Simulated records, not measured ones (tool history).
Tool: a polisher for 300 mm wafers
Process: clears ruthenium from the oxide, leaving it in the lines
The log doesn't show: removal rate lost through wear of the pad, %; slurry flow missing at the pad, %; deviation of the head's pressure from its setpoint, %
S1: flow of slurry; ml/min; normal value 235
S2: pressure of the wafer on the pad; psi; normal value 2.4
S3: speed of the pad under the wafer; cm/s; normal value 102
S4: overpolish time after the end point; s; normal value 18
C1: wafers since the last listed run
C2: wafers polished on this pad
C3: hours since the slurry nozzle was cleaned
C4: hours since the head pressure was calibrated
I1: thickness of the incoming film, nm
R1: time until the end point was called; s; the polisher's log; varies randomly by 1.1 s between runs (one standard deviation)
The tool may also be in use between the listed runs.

| run | hour | S1 | S2 | S3 | S4 | C1 | C2 | C3 | C4 | I1 | R1 |
|---|---|---|---|---|---|---|---|---|---|---|---|
| 1 | 0.0 | 300 | 2.4 | 102 | 18 | 0 | 259 | 147.8 | 950.9 | 101.3 | 58.6 |
| 2 | 12.8 | 235 | 2.4 | 102 | 18 | 73 | 333 | 160.6 | 963.7 | 100.3 | 62.1 |
| 3 | 25.1 | 235 | 2.4 | 102 | 18 | 70 | 404 | 172.9 | 976.0 | 100.9 | 60.8 |
| 4 | 42.7 | 235 | 2.4 | 102 | 18 | 101 | 505 | 190.5 | 993.6 | 98.7 | 61.2 |
| 5 | 64.9 | 235 | 2.4 | 102 | 18 | 128 | 633 | 212.7 | 1015.8 | 100.2 | 61.0 |
| 6 | 77.8 | 235 | 2.4 | 102 | 18 | 74 | 708 | 225.6 | 1028.7 | 98.4 | 60.6 |
| 7 | 112.9 | 190 | 2.7 | 102 | 18 | 202 | 910 | 260.7 | 1063.8 | 100.7 | 58.0 |
| 8 | 141.5 | 190 | 2.7 | 102 | 18 | 165 | 1075 | 289.3 | 1092.4 | 99.0 | 57.8 |
|  | 163.8 | worn pad replaced by a new one |
| 9 | 164.5 | 190 | 2.7 | 102 | 18 | 109 | 3 | 312.3 | 1115.4 | 100.3 | 59.4 |
|  | 169.8 | slurry nozzle cleaned |
| 10 | 186.3 | 235 | 2.4 | 102 | 18 | 120 | 123 | 16.5 | 1137.2 | 99.5 | 56.9 |
| 11 | 204.5 | 235 | 2.4 | 102 | 18 | 105 | 228 | 34.7 | 1155.4 | 98.3 | 57.7 |
| 12 | 228.3 | 235 | 2.4 | 102 | 18 | 137 | 366 | 58.5 | 1179.2 | 99.8 | 59.7 |
| 13 | 247.8 | 280 | 2.4 | 130 | 18 | 112 | 478 | 78.0 | 1198.7 | 99.7 | 44.4 |
|  | 260.5 | head pressure recalibrated |
| 14 | 272.4 | 235 | 2.4 | 102 | 18 | 130 | 609 | 102.6 | 11.9 | 100.7 | 66.6 |
| 15 | 293.0 | 235 | 2.4 | 102 | 18 | 118 | 727 | 123.2 | 32.5 | 100.6 | 66.4 |
| 16 | 325.0 | 235 | 2.8 | 78 | 18 | 184 | 912 | 155.2 | 64.5 | 100.0 | 74.3 |
| 17 | 343.8 | 235 | 2.8 | 78 | 18 | 108 | 1021 | 174.0 | 83.3 | 100.8 | 73.9 |
| 18 | 378.6 | 205 | 2.4 | 102 | 22 | 200 | 1221 | 208.8 | 118.1 | 98.4 | 67.0 |
| 19 | 393.5 | 235 | 2.4 | 102 | 29 | 85 | 1307 | 223.7 | 133.0 | 99.9 | 64.9 |
|  | 398.9 | worn pad replaced by a new one |
| 20 | 409.9 | 235 | 2.4 | 102 | 18 | 71 | 63 | 240.1 | 149.4 | 101.0 | 68.4 |
| 21 | 431.3 | 275 | 2.4 | 132 | 25 | 123 | 186 | 261.5 | 170.8 | 100.0 | 50.6 |
| 22 | 450.0 | 235 | 2.4 | 102 | 18 | 107 | 294 | 280.2 | 189.5 | 100.5 | 68.5 |
| 23 | 472.1 | 305 | 2.4 | 102 | 18 | 127 | 422 | 302.3 | 211.6 | 99.7 | 65.9 |
| 24 | 491.1 | 235 | 2.8 | 78 | 18 | 109 | 531 | 321.3 | 230.6 | 101.8 | 81.5 |
|  | 498.0 | slurry nozzle cleaned |
| 25 | 522.0 | 155 | 2.8 | 102 | 23 | 172 | 704 | 24.0 | 261.5 | 100.0 | 57.5 |
| 26 | 552.1 | 235 | 2.4 | 102 | 18 | 173 | 878 | 54.1 | 291.6 | 100.7 | 63.3 |
| 27 | 578.2 | 235 | 2.2 | 102 | 18 | 150 | 1028 | 80.2 | 317.7 | 100.4 | 70.3 |
|  | 587.3 | worn pad replaced by a new one |
| 28 | 602.8 | 260 | 2.9 | 102 | 18 | 118 | 89 | 104.8 | 342.3 | 101.4 | 52.9 |
| 29 | 626.0 | 275 | 3.2 | 70 | 23 | 133 | 223 | 128.0 | 365.5 | 100.7 | 68.3 |
| 30 | 641.7 | 195 | 2.4 | 102 | 8 | 90 | 314 | 143.7 | 381.2 | 99.8 | 66.8 |
| 31 | 669.9 | 235 | 2.9 | 102 | 18 | 162 | 476 | 171.9 | 409.4 | 99.8 | 53.0 |
| 32 | 695.1 | 235 | 2.4 | 102 | 18 | 145 | 622 | 197.1 | 434.6 | 100.7 | 64.5 |
| 33 | 729.9 | 235 | 2.9 | 102 | 18 | 200 | 823 | 231.9 | 469.4 | 98.1 | 52.3 |
| 34 | 747.3 | 235 | 2.4 | 102 | 21 | 100 | 923 | 249.3 | 486.8 | 100.6 | 64.7 |
| 35 | 760.7 | 275 | 2.4 | 132 | 25 | 77 | 1000 | 262.7 | 500.2 | 100.6 | 48.7 |

Alternative continuations, all from the tool just after run 35; predict every row:
| A | 761.1 | 235 | 2.4 | 102 | 18 | 2 | 1003 | 263.1 | 500.6 | 101.7 | ? |
| B | 761.1 | 235 | 2.4 | 112 | 21 | 2 | 1003 | 263.1 | 500.6 | 101.7 | ? |
| C | 761.1 | 235 | 3.0 | 102 | 18 | 2 | 1003 | 263.1 | 500.6 | 101.7 | ? |

| run | R1 |
|---|---|
| A | 65.3 |
| B | 59.5 |
| C | 52.3 |
With no hidden state in the tool, these same runs would have given:
| run | R1 |
|---|---|
| A | 65.2 |
| B | 59.3 |
| C | 52.1 |
